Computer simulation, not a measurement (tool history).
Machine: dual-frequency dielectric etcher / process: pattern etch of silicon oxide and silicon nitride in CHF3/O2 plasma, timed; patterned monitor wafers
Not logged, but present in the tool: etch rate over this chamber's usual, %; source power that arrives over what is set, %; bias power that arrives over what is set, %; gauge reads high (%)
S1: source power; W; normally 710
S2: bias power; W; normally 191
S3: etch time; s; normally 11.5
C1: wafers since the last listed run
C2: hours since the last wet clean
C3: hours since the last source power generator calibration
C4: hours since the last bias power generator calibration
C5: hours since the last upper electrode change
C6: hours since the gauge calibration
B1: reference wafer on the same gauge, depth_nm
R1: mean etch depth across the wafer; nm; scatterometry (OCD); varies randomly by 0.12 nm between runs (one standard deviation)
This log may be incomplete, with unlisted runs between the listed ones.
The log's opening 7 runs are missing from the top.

run,hour,S1,S2,S3,C1,C2,C3,C4,C5,C6,B1,R1
8,146.1,710,191,14,136,13.5,4585.8,89.2,65.4,576,21.46,23.83
9,153.1,710,191,11.5,75,20.5,4592.8,96.2,72.4,583,21.42,19.59
10,163.4,710,191,11.5,110,30.8,4603.1,106.5,82.7,593.3,21.46,19.26
11,171,710,191,11.5,81,38.4,4610.7,114.1,90.3,600.9,21.44,19.76
12,178.4,620,206,12.5,79,45.8,4618.1,121.5,97.7,608.3,21.43,20.89
13,184.7,810,221,8,67,52.1,4624.4,127.8,104,614.6,21.43,14.85
14,193,710,191,13,89,60.4,4632.7,136.1,112.3,622.9,21.44,21.99
# hour 225.6: wet clean of the chamber, repeated, since the last time left the tool worse
# hour 229.3: source power generator calibrated
15,229.8,710,191,11.5,97,4.2,0.5,172.9,149.1,659.7,21.5,18.45
16,230.2,710,191,10.5,4,4.6,0.9,173.3,149.5,660.1,21.4,16.92
17,230.5,570,230,11.5,3,4.9,1.2,173.6,149.8,660.4,21.5,18.34
18,235.9,580,191,11.5,57,10.3,6.6,179,155.2,665.8,21.42,17.41
19,251,710,191,9,161,25.4,21.7,194.1,170.3,680.9,21.42,14.43
20,298.8,840,191,11.5,512,73.2,69.5,241.9,218.1,728.7,21.38,19.51
21,306.7,710,191,11.5,84,81.1,77.4,249.8,226,736.6,21.36,18.61
# hour 306.9: gauge calibrated
22,320.3,860,191,11.5,145,94.7,91,263.4,239.6,13.4,21.41,19.76
23,363.6,650,191,9,464,138,134.3,306.7,282.9,56.7,21.47,14.18
24,376.4,710,191,11.5,137,150.8,147.1,319.5,295.7,69.5,21.38,18.84
25,385.5,710,191,11.5,97,159.9,156.2,328.6,304.8,78.6,21.43,18.74
26,398.9,630,191,11.5,143,173.3,169.6,342,318.2,92,21.39,18.14
27,406.6,650,222,11.5,82,181,177.3,349.7,325.9,99.7,21.46,19.18
28,418.6,710,147,14.5,128,193,189.3,361.7,337.9,111.7,21.36,21.73
29,427.3,710,219,9.5,93,201.7,198,370.4,346.6,120.4,21.41,16.08
30,438.5,560,191,11.5,120,212.9,209.2,381.6,357.8,131.6,21.42,17.51
31,453.5,710,214,12.5,160,227.9,224.2,396.6,372.8,146.6,21.48,21.3

3 ways to go on from here, each from the tool as it stands after run 31. What would each give?
A,453.9,710,191,11.5,4,228.3,224.6,397,373.2,147,?,?
B,453.9,830,191,11.5,4,228.3,224.6,397,373.2,147,?,?
C,453.9,810,216,9,4,228.3,224.6,397,373.2,147,?,?

run,B1,R1
A,21.37,19
B,21.37,19.92
C,21.37,16.08
Take away the tool's hidden state, keep each run's random variation, and the runs would have read:
run,R1
A,18.58
B,19.48
C,15.72
